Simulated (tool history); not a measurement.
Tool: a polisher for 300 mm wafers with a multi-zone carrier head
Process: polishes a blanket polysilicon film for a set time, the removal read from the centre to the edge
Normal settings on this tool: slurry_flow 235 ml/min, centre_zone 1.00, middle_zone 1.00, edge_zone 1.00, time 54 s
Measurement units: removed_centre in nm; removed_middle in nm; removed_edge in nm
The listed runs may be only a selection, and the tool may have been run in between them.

run    hour  slurry_flow  centre_zone  middle_zone  edge_zone  time  incoming thickness of the incoming film, nm  removed_centre  removed_middle  removed_edge
  1     0.0          235         1.00         1.00       1.00    54                                       1909.5           238.4           242.6         238.7
       34.1  -- worn pad replaced by a new one
  2    52.8          235         1.00         1.00       1.00    68                                       1895.4           297.4           303.1         301.0
  3    92.9          235         1.00         0.93       0.97    54                                       1894.4           233.9           228.8         240.7
      139.0  -- edge zone pressure recalibrated
  4   292.9          235         1.00         1.00       1.00    54                                       1886.6           223.0           244.7         237.9
  5   364.5          285         1.00         0.89       1.11    54                                       1902.0           227.7           224.4         258.1
  6   422.1          235         1.00         1.00       1.00    54                                       1883.1           218.5           242.7         239.5
      480.7  -- worn pad replaced by a new one
  7   481.2          270         1.00         1.00       1.00    54                                       1922.2           226.1           245.3         242.7
      490.9  -- centre zone pressure recalibrated
      491.4  -- carrier head's membrane replaced by a new one
  8   524.6          235         1.00         1.00       1.00    54                                       1860.9           243.9           242.0         236.6
  9   551.2          265         0.89         1.00       1.00    45                                       1916.6           181.3           203.9         197.6
 10   576.6          235         0.96         1.00       1.00    61                                       1910.7           254.1           272.6         271.4
 11   609.2          235         1.00         0.93       0.97    54                                       1931.5           233.6           224.2         233.7
 12   645.6          270         1.00         1.00       1.04    54                                       1897.3           237.0           248.9         246.3
      647.2  -- slurry nozzle cleaned
 13   817.2          270         1.00         1.00       1.00    54                                       1884.0           226.2           246.9         241.7
 14   877.7          180         1.09         1.00       1.00    54                                       1897.9           234.6           226.0         224.6
 15   919.1          235         1.00         1.00       1.00    54                                       1914.0           223.1           239.0         237.7
      945.2  -- worn pad replaced by a new one
 16   945.5          235         0.88         1.00       1.00    54                                       1892.6           191.9           242.8         231.4
      956.1  -- centre zone pressure recalibrated
 17  1000.8          265         0.95         1.00       1.11    54                                       1868.8           231.4           243.6         254.3
 18  1046.9          190         1.00         1.00       1.00    38                                       1915.6           161.4           166.6         163.3
 19  1113.8          235         1.00         1.00       1.00    54                                       1912.8           235.5           242.9         237.7
 20  1165.7          160         1.00         1.00       1.09    54                                       1873.1           216.6           224.7         238.2
 21  1237.6          235         1.00         1.00       0.90    54                                       1876.5           228.2           236.6         229.0
     1274.6  -- carrier head's membrane replaced by a new one
     1291.2  -- slurry nozzle cleaned
 22  1292.3          235         0.94         1.00       1.00    54                                       1888.9           210.4           246.9         234.6

Each row is a separate what-if for the run after 22, all from the same tool condition, not one after another. Results?
  A  1292.7          235         1.00         1.00       1.00    54                                       1901.5               ?               ?             ?
  B  1292.7          235         1.05         1.00       1.00    73                                       1901.5               ?               ?             ?
  C  1292.7          235         0.95         1.08       1.00    54                                       1901.5               ?               ?             ?
  D  1292.7          205         1.05         1.11       1.00    54                                       1901.5               ?               ?             ?

run  removed_centre  removed_middle  removed_edge
  A           226.0           242.4         239.1
  B           321.1           327.5         323.2
  C           214.7           258.8         238.8
  D           232.4           259.5         235.2
What these runs would have given with no unlogged condition in the tool:
run  removed_centre  removed_middle  removed_edge
  A           247.4           242.2         239.1
  B           351.3           327.4         323.2
  C           235.1           258.7         238.8
  D           254.3           259.4         235.2

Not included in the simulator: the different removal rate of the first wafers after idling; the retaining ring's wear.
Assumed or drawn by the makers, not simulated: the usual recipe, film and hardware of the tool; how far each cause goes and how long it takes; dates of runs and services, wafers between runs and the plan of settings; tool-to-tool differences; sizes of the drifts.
